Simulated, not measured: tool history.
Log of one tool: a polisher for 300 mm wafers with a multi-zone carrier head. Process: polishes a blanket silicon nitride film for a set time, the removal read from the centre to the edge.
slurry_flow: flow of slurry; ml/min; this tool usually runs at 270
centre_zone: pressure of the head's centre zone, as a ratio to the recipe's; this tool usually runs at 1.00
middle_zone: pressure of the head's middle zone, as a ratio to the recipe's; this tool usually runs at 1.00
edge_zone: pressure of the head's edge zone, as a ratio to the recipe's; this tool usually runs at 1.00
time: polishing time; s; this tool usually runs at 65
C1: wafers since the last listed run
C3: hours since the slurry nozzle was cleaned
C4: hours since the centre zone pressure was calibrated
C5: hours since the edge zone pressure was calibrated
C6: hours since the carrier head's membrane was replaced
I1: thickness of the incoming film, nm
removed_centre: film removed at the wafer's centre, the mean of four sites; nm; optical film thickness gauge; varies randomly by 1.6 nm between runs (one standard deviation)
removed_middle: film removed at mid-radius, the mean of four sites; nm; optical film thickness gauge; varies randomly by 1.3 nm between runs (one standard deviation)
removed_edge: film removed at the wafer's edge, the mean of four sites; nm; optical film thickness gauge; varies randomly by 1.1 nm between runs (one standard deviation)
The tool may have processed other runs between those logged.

Run 1, hour 0.0: usual settings but middle_zone 1.06; C1 0; wafers polished on this pad 976; C3 219.9; C4 216.7; C5 472.8; C6 1613.9; I1 515.5. Result: removed_centre 101.6 nm, removed_middle 118.1 nm, removed_edge 111.3 nm.
Run 2, hour 49.4: usual settings but slurry_flow 230 ml/min, centre_zone 1.07; C1 726; wafers polished on this pad 1702; C3 269.3; C4 266.1; C5 522.2; C6 1663.3; I1 513.8. Result: removed_centre 109.1 nm, removed_middle 110.8 nm, removed_edge 109.2 nm.
Run 3, hour 147.5: usual settings but slurry_flow 230 ml/min, centre_zone 1.07; C1 1441; wafers polished on this pad 3144; C3 367.4; C4 364.2; C5 620.3; C6 1761.4; I1 507.9. Result: removed_centre 111.9 nm, removed_middle 112.4 nm, removed_edge 114.0 nm.
At hour 176.4: centre zone pressure recalibrated, repeated, since the last time left the tool worse.
Run 4, hour 205.2: usual settings but slurry_flow 230 ml/min, centre_zone 1.07; C1 818; wafers polished on this pad 3962; C3 425.1; C4 28.8; C5 678.0; C6 1819.1; I1 499.9. Result: removed_centre 122.5 nm, removed_middle 110.2 nm, removed_edge 111.8 nm.
At hour 265.4: slurry nozzle cleaned.
Run 5, hour 294.1: usual settings; C1 1291; wafers polished on this pad 5254; C3 28.7; C4 117.7; C5 766.9; C6 1908.0; I1 512.1. Result: removed_centre 120.5 nm, removed_middle 113.7 nm, removed_edge 113.4 nm.
Run 6, hour 342.7: usual settings; C1 714; wafers polished on this pad 5968; C3 77.3; C4 166.3; C5 815.5; C6 1956.6; I1 503.7. Result: removed_centre 118.6 nm, removed_middle 111.3 nm, removed_edge 114.8 nm.
At hour 368.0: worn pad replaced by a new one.
Run 7, hour 408.5: usual settings but slurry_flow 315 ml/min, middle_zone 0.93; C1 908; wafers polished on this pad 594; C3 143.1; C4 232.1; C5 881.3; C6 2022.4; I1 507.0. Result: removed_centre 119.5 nm, removed_middle 108.4 nm, removed_edge 116.6 nm.
At hour 475.2: carrier head's membrane replaced by a new one.
At hour 484.7: edge zone pressure recalibrated.
Run 8, hour 501.4: usual settings but slurry_flow 315 ml/min, middle_zone 0.93; C1 1262; wafers polished on this pad 1857; C3 236.0; C4 325.0; C5 16.7; C6 26.2; I1 502.5. Result: removed_centre 127.8 nm, removed_middle 107.9 nm, removed_edge 114.7 nm.
Run 9, hour 581.2: usual settings but slurry_flow 180 ml/min, centre_zone 1.05, middle_zone 1.09, edge_zone 0.96; C1 1172; wafers polished on this pad 3029; C3 315.8; C4 404.8; C5 96.5; C6 106.0; I1 510.9. Result: removed_centre 122.8 nm, removed_middle 115.8 nm, removed_edge 105.3 nm.
At hour 636.7: centre zone pressure recalibrated.
Run 10, hour 671.6: usual settings but edge_zone 0.90, time 74 s; C1 1299; wafers polished on this pad 4329; C3 406.2; C4 34.9; C5 186.9; C6 196.4; I1 514.9. Result: removed_centre 134.2 nm, removed_middle 130.3 nm, removed_edge 121.9 nm.
At hour 677.9: slurry nozzle cleaned.
Run 11, hour 743.9: usual settings but middle_zone 1.06; C1 1047; wafers polished on this pad 5376; C3 66.0; C4 107.2; C5 259.2; C6 268.7; I1 517.2. Result: removed_centre 115.4 nm, removed_middle 118.7 nm, removed_edge 113.6 nm.
Run 12, hour 812.2: usual settings but edge_zone 1.04, time 56 s; C1 1003; wafers polished on this pad 6380; C3 134.3; C4 175.5; C5 327.5; C6 337.0; I1 499.9. Result: removed_centre 101.4 nm, removed_middle 96.1 nm, removed_edge 100.5 nm.
At hour 834.3: worn pad replaced by a new one.
Run 13, hour 856.7: usual settings but centre_zone 1.06, middle_zone 0.93; C1 595; wafers polished on this pad 328; C3 178.8; C4 220.0; C5 372.0; C6 381.5; I1 509.8. Result: removed_centre 123.8 nm, removed_middle 108.0 nm, removed_edge 113.5 nm.
Run 14, hour 952.9: usual settings; C1 1413; wafers polished on this pad 1742; C3 275.0; C4 316.2; C5 468.2; C6 477.7; I1 517.2. Result: removed_centre 122.0 nm, removed_middle 111.4 nm, removed_edge 111.9 nm.
Run 15, hour 990.5: usual settings but slurry_flow 230 ml/min, middle_zone 0.97; C1 552; wafers polished on this pad 2295; C3 312.6; C4 353.8; C5 505.8; C6 515.3; I1 512.0. Result: removed_centre 119.5 nm, removed_middle 108.3 nm, removed_edge 110.9 nm.
At hour 1038.5: centre zone pressure recalibrated.
Run 16, hour 1048.9: usual settings but slurry_flow 350 ml/min, edge_zone 1.09, time 58 s; C1 828; wafers polished on this pad 3124; C3 371.0; C4 10.4; C5 564.2; C6 573.7; I1 514.9. Result: removed_centre 105.2 nm, removed_middle 103.3 nm, removed_edge 108.1 nm.
At hour 1078.5: slurry nozzle cleaned.
Run 17, hour 1094.8: usual settings; C1 659; wafers polished on this pad 3784; C3 16.3; C4 56.3; C5 610.1; C6 619.6; I1 510.3. Result: removed_centre 115.7 nm, removed_middle 116.0 nm, removed_edge 114.5 nm.
Run 18, hour 1163.4: usual settings; C1 1008; wafers polished on this pad 4792; C3 84.9; C4 124.9; C5 678.7; C6 688.2; I1 505.6. Result: removed_centre 115.4 nm, removed_middle 112.2 nm, removed_edge 115.1 nm.
At hour 1222.5: worn pad replaced by a new one.
Run 19, hour 1239.8: usual settings but centre_zone 0.90, middle_zone 0.96; C1 1064; wafers polished on this pad 254; C3 161.3; C4 201.3; C5 755.1; C6 764.6; I1 506.1. Result: removed_centre 106.6 nm, removed_middle 110.0 nm, removed_edge 113.4 nm.
Run 20, hour 1288.5: usual settings but centre_zone 1.11, middle_zone 0.96, edge_zone 0.88, time 87 s; C1 715; wafers polished on this pad 969; C3 210.0; C4 250.0; C5 803.8; C6 813.3; I1 515.8. Result: removed_centre 175.8 nm, removed_middle 147.3 nm, removed_edge 147.5 nm.
Run 21, hour 1379.6: usual settings but middle_zone 1.07; C1 1338; wafers polished on this pad 2308; C3 301.1; C4 341.1; C5 894.9; C6 904.4; I1 507.5. Result: removed_centre 121.1 nm, removed_middle 120.0 nm, removed_edge 114.5 nm.
At hour 1427.9: centre zone pressure recalibrated.
At hour 1467.6: slurry nozzle cleaned.
Run 22, hour 1476.8: usual settings but centre_zone 1.06, middle_zone 0.93; C1 1384; wafers polished on this pad 3693; C3 9.2; C4 48.9; C5 992.1; C6 1001.6; I1 508.1. Result: removed_centre 122.1 nm, removed_middle 108.6 nm, removed_edge 114.9 nm.
Run 23, hour 1521.1: usual settings; C1 651; wafers polished on this pad 4344; C3 53.5; C4 93.2; C5 1036.4; C6 1045.9; I1 513.9. Result: removed_centre 119.0 nm, removed_middle 114.5 nm, removed_edge 112.4 nm.

Hidden state, per run?
removal rate lost through wear of the pad, %: 0 at every run
slurry flow missing at the pad, %: 0 at every run
deviation of the edge zone's pressure from its setpoint, %: 0 at every run
H1: deviation of the centre zone's pressure from its setpoint, %
run      H1
  1   -12.6
  2   -11.1
  3   -7.22
  4    1.46
  5    2.28
  6    3.15
  7    4.81
  8    8.08
  9    11.8
 10    0.83
 11    1.48
 12     2.7
 13    3.81
 14    7.07
 15    8.66
 16   0.284
 17   0.477
 18    1.26
 19    2.84
 20    4.22
 21    7.62
 22  -0.189
 23   0.209

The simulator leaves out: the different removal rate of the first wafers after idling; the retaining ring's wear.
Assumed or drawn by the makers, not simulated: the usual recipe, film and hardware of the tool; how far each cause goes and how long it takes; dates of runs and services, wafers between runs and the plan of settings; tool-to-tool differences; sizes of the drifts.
